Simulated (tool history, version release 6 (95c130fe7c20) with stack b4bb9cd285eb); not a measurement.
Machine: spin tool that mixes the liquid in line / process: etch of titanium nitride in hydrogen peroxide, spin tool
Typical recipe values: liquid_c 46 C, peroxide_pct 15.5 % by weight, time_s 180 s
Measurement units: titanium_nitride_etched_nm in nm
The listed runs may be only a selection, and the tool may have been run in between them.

run,hour,liquid_c,peroxide_pct,time_s,wafers since the last listed run,hours since the thermometer was replaced,hours since the peroxide flow meter was replaced,hours since the heated supply line was repaired,hours since the drum of peroxide was connected,hours since the gauge calibration,"read-back film thickness of the titanium nitride reference wafer, read on the same gauge (nm)",titanium_nitride_etched_nm
1,0,46,15.5,180,0,547.4,1276.8,754.6,43.2,657.4,138.27,7.41
2,105.6,46,15.5,180,847,653,1382.4,860.2,148.8,763,137.92,7.42
3,172.1,46,15.5,180,533,719.5,1448.9,926.7,215.3,829.5,137.7,7.37
# hour 338.5: heated supply line repaired
4,383.1,46,15.5,180,1685,930.5,1659.9,44.6,426.3,1040.5,136.89,7.36
5,699.9,51.5,12.5,180,2542,1247.3,1976.7,361.4,743.1,1357.3,135.85,10.38
# hour 765.6: thermometer replaced
6,787.1,40.5,12.5,180,691,21.5,2063.9,448.6,830.3,1444.5,135.51,4.61
7,846.4,36,13.5,70,475,80.8,2123.2,507.9,889.6,1503.8,135.31,1.3
# hour 865: peroxide flow meter replaced
8,896,41,12,120,390,130.4,31,557.5,939.2,1553.4,135.14,3.14
9,970.8,43.5,15.5,135,600,205.2,105.8,632.3,1014,1628.2,134.89,4.48
10,1043.5,46,17,210,583,277.9,178.5,705,1086.7,1700.9,134.63,8.62
11,1149.8,46,15.5,180,853,384.2,284.8,811.3,1193,1807.2,134.26,7.18
12,1239.9,46,15.5,180,723,474.3,374.9,901.4,1283.1,1897.3,133.98,7.23
# hour 1257.2: new drum of peroxide connected
# hour 1323.7: heated supply line repaired
13,1324.2,46,15.5,180,660,558.6,459.2,0.5,67,1981.6,133.63,7.2
14,1368.5,38,17,150,355,602.9,503.5,44.8,111.3,2025.9,133.51,3.27
15,1429.5,52,15.5,140,489,663.9,564.5,105.8,172.3,2086.9,133.34,8.69
# hour 1434: gauge calibrated
16,1479.3,39,12,235,399,713.7,614.3,155.6,222.1,45.3,139.83,5.5
17,1519.8,46,19.5,180,325,754.2,654.8,196.1,262.6,85.8,139.68,8
18,1556,46,15.5,180,290,790.4,691,232.3,298.8,122,139.55,7.45
19,1827.7,46,12,180,2180,1062.1,962.7,504,570.5,393.7,138.63,7.07
20,1922.4,53.5,15.5,130,760,1156.8,1057.4,598.7,665.2,488.4,138.28,9.17
21,2037.9,46,15.5,85,926,1272.3,1172.9,714.2,780.7,603.9,137.9,3.48
# hour 2046.6: thermometer replaced
22,2141.3,46,17,240,821,94.7,1276.3,817.6,884.1,707.3,137.47,10.2
23,2200.4,41.5,18,180,474,153.8,1335.4,876.7,943.2,766.4,137.29,5.51
# hour 2260.2: new drum of peroxide connected
24,2260.7,55.5,15.5,265,475,214.1,1395.7,937,0.5,826.7,137.15,21.39

Below are 5 alternative next runs, each starting from the tool's condition after run 24. Predict each:
A,2261.2,46,15.5,210,4,214.6,1396.2,937.5,1,827.2,?,?
B,2261.2,36,15.5,180,4,214.6,1396.2,937.5,1,827.2,?,?
C,2261.2,43,15.5,180,4,214.6,1396.2,937.5,1,827.2,?,?
D,2261.2,46,12.5,180,4,214.6,1396.2,937.5,1,827.2,?,?
E,2261.2,55,15.5,265,4,214.6,1396.2,937.5,1,827.2,?,?

run,"read-back film thickness of the titanium nitride reference wafer, read on the same gauge (nm)",titanium_nitride_etched_nm
A,137.07,8.54
B,137.07,3.41
C,137.07,5.85
D,137.07,7
E,137.07,20.61
Stripped of hidden state, with their random variation kept, the same runs would have yielded:
run,titanium_nitride_etched_nm
A,8.72
B,3.48
C,5.97
D,7.14
E,21.04

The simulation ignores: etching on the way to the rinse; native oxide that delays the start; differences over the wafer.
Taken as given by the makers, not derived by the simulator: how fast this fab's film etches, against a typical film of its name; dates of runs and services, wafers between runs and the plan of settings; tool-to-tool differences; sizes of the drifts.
